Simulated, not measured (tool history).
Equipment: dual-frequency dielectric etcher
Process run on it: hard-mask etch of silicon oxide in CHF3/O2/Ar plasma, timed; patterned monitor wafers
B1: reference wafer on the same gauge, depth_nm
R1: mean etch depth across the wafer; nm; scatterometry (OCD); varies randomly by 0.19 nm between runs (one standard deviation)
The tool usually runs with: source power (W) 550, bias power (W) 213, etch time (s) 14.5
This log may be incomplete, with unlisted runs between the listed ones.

{"run": 1, "hour": 0.0, "source power (W)": 550, "bias power (W)": 213, "etch time (s)": 14.5, "B1": 36.29, "R1": 30.98}
{"run": 2, "hour": 51.9, "source power (W)": 600, "bias power (W)": 251, "etch time (s)": 14.5, "B1": 36.26, "R1": 33.36}
{"run": 3, "hour": 83.4, "source power (W)": 550, "bias power (W)": 213, "etch time (s)": 14.5, "B1": 36.27, "R1": 30.86}
{"hour": 134.8, "done": "wet clean of the chamber"}
{"run": 4, "hour": 144.9, "source power (W)": 550, "bias power (W)": 213, "etch time (s)": 14.5, "B1": 36.28, "R1": 30.47}
{"run": 5, "hour": 213.7, "source power (W)": 550, "bias power (W)": 213, "etch time (s)": 14.5, "B1": 36.21, "R1": 30.72}
{"run": 6, "hour": 253.8, "source power (W)": 550, "bias power (W)": 213, "etch time (s)": 14.5, "B1": 36.16, "R1": 30.8}
{"run": 7, "hour": 310.8, "source power (W)": 550, "bias power (W)": 213, "etch time (s)": 14.5, "B1": 36.11, "R1": 30.67}
{"run": 8, "hour": 366.0, "source power (W)": 550, "bias power (W)": 213, "etch time (s)": 14.5, "B1": 36.08, "R1": 30.7}
{"run": 9, "hour": 432.2, "source power (W)": 550, "bias power (W)": 213, "etch time (s)": 14.5, "B1": 36.11, "R1": 30.4}
{"hour": 483.2, "done": "source power generator calibrated"}
{"run": 10, "hour": 500.1, "source power (W)": 550, "bias power (W)": 172, "etch time (s)": 14.5, "B1": 35.95, "R1": 28.96}
{"run": 11, "hour": 528.6, "source power (W)": 550, "bias power (W)": 213, "etch time (s)": 14.5, "B1": 35.94, "R1": 30.31}
{"run": 12, "hour": 552.6, "source power (W)": 550, "bias power (W)": 241, "etch time (s)": 14.5, "B1": 35.82, "R1": 31.22}
{"run": 13, "hour": 598.2, "source power (W)": 550, "bias power (W)": 187, "etch time (s)": 14.5, "B1": 35.76, "R1": 29.93}
{"hour": 632.2, "done": "wet clean of the chamber"}
{"run": 14, "hour": 669.0, "source power (W)": 550, "bias power (W)": 187, "etch time (s)": 14.5, "B1": 35.58, "R1": 29.71}
{"run": 15, "hour": 698.6, "source power (W)": 420, "bias power (W)": 213, "etch time (s)": 14.5, "B1": 35.57, "R1": 27.03}
{"run": 16, "hour": 729.3, "source power (W)": 620, "bias power (W)": 191, "etch time (s)": 12, "B1": 35.66, "R1": 25.77}
{"hour": 788.2, "done": "bias power generator calibrated"}
{"hour": 795.5, "done": "upper electrode replaced"}
{"run": 17, "hour": 796.0, "source power (W)": 550, "bias power (W)": 213, "etch time (s)": 12.5, "B1": 35.51, "R1": 25.99}
{"run": 18, "hour": 828.8, "source power (W)": 470, "bias power (W)": 213, "etch time (s)": 12, "B1": 35.5, "R1": 23.32}
{"run": 19, "hour": 892.0, "source power (W)": 550, "bias power (W)": 213, "etch time (s)": 14.5, "B1": 35.27, "R1": 30.16}
{"run": 20, "hour": 929.2, "source power (W)": 550, "bias power (W)": 213, "etch time (s)": 14.5, "B1": 35.33, "R1": 30.02}
{"run": 21, "hour": 969.1, "source power (W)": 650, "bias power (W)": 246, "etch time (s)": 12.5, "B1": 35.26, "R1": 28.59}
{"hour": 988.9, "done": "gauge calibrated"}
{"run": 22, "hour": 1038.1, "source power (W)": 550, "bias power (W)": 213, "etch time (s)": 14.5, "B1": 36.33, "R1": 30.81}
{"run": 23, "hour": 1062.6, "source power (W)": 660, "bias power (W)": 169, "etch time (s)": 18, "B1": 36.36, "R1": 39.72}
{"run": 24, "hour": 1111.7, "source power (W)": 510, "bias power (W)": 161, "etch time (s)": 10.5, "B1": 36.33, "R1": 20.6}
{"hour": 1143.2, "done": "wet clean of the chamber"}
{"run": 25, "hour": 1155.8, "source power (W)": 500, "bias power (W)": 213, "etch time (s)": 14.5, "B1": 36.24, "R1": 29.85}
{"run": 26, "hour": 1209.5, "source power (W)": 550, "bias power (W)": 213, "etch time (s)": 19, "B1": 36.43, "R1": 40.73}
{"run": 27, "hour": 1281.4, "source power (W)": 550, "bias power (W)": 253, "etch time (s)": 10, "B1": 36.29, "R1": 21.91}
{"run": 28, "hour": 1329.7, "source power (W)": 550, "bias power (W)": 213, "etch time (s)": 14.5, "B1": 36.19, "R1": 30.79}

Forecast each of these 3 alternatives for the next run:
{"run": "A", "hour": 1330.1, "source power (W)": 550, "bias power (W)": 230, "etch time (s)": 14.5, "B1": "?", "R1": "?"}
{"run": "B", "hour": 1330.1, "source power (W)": 630, "bias power (W)": 164, "etch time (s)": 19, "B1": "?", "R1": "?"}
{"run": "C", "hour": 1330.1, "source power (W)": 660, "bias power (W)": 234, "etch time (s)": 14.5, "B1": "?", "R1": "?"}

run=A B1=36.3 R1=31.51
run=B B1=36.3 R1=40.8
run=C B1=36.3 R1=34.12
Take away the tool's hidden state, keep each run's random variation, and the runs would have read:
run=A R1=31.64
run=B R1=40.98
run=C R1=34.27
